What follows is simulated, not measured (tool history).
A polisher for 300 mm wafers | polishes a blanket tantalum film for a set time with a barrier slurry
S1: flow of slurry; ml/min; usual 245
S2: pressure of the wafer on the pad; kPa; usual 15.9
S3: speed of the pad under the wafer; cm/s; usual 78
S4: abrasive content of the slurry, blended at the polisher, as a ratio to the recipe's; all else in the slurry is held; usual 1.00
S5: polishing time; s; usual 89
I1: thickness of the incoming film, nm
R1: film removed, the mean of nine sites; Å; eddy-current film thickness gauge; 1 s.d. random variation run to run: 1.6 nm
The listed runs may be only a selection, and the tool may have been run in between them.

run,hour,S1,S2,S3,S4,S5,I1,R1
1,0.0,290,15.9,78,1.00,89,437.4,1547
# hour 11.3: slurry nozzle cleaned
2,15.8,290,15.9,78,1.00,89,440.9,1535
3,24.9,245,15.9,78,1.00,89,438.0,1512
4,41.1,245,15.9,78,1.00,70,437.1,1210
5,48.3,245,15.9,78,1.00,70,441.6,1195
6,55.8,245,15.9,78,1.00,70,433.4,1201
# hour 67.9: worn pad replaced by a new one
7,100.7,215,15.9,96,1.00,89,439.7,1784
8,112.0,325,18.6,78,0.90,89,433.0,1754
9,128.4,245,15.9,70,1.00,89,444.0,1399
10,141.6,245,15.9,102,1.00,89,445.1,1921
11,150.2,325,15.9,94,1.15,89,445.3,1929
12,156.3,245,15.9,78,0.85,89,437.5,1449
13,169.8,245,15.9,78,1.00,89,440.8,1550
# hour 183.7: worn pad replaced by a new one
14,198.7,245,17.9,106,1.30,89,432.5,2408
15,211.9,190,15.9,56,1.25,105,440.4,1435
16,226.3,215,18.6,68,0.80,89,441.4,1456
17,232.7,295,15.9,100,1.15,70,442.5,1585
18,240.1,245,15.9,78,1.00,120,447.7,2052
19,254.9,225,15.9,78,1.00,76,440.9,1298
20,272.6,245,15.9,78,1.00,89,442.6,1547
# hour 275.3: slurry blender recalibrated
# hour 286.2: head pressure recalibrated
21,288.3,245,15.9,78,1.00,70,444.1,1164
# hour 294.2: worn pad replaced by a new one
22,298.9,245,15.9,78,1.00,89,433.2,1508
23,307.4,245,15.9,78,1.00,89,443.5,1494
24,325.4,245,15.9,68,1.00,89,435.7,1360
25,336.5,245,15.9,94,0.85,89,438.1,1656
# hour 343.4: slurry nozzle cleaned
26,344.4,245,19.3,78,0.80,89,436.1,1673
27,354.9,245,15.9,78,1.00,89,437.5,1474
# hour 403.3: worn pad replaced by a new one
28,403.8,245,13.8,78,1.10,89,436.4,1352
29,411.9,245,15.9,78,1.00,89,442.6,1534

Measured result minus the same run's result without the hidden state. Both carry the same run-to-run variation, though not necessarily the same gauge scatter:
Hidden state present: removal rate lost through wear of the pad, %; slurry flow missing at the pad, %; deviation of the head's pressure from its setpoint, %; abrasive missing from the slurry, %.
run,R1
1,+14
2,+17
3,+17
4,+16
5,+17
6,+18
7,+34
8,+35
9,+30
10,+44
11,+46
12,+35
13,+40
14,+69
15,+43
16,+45
17,+51
18,+67
19,+44
20,+55
21,+3
22,+5
23,+6
24,+8
25,+12
26,+13
27,+14
28,+19
29,+23
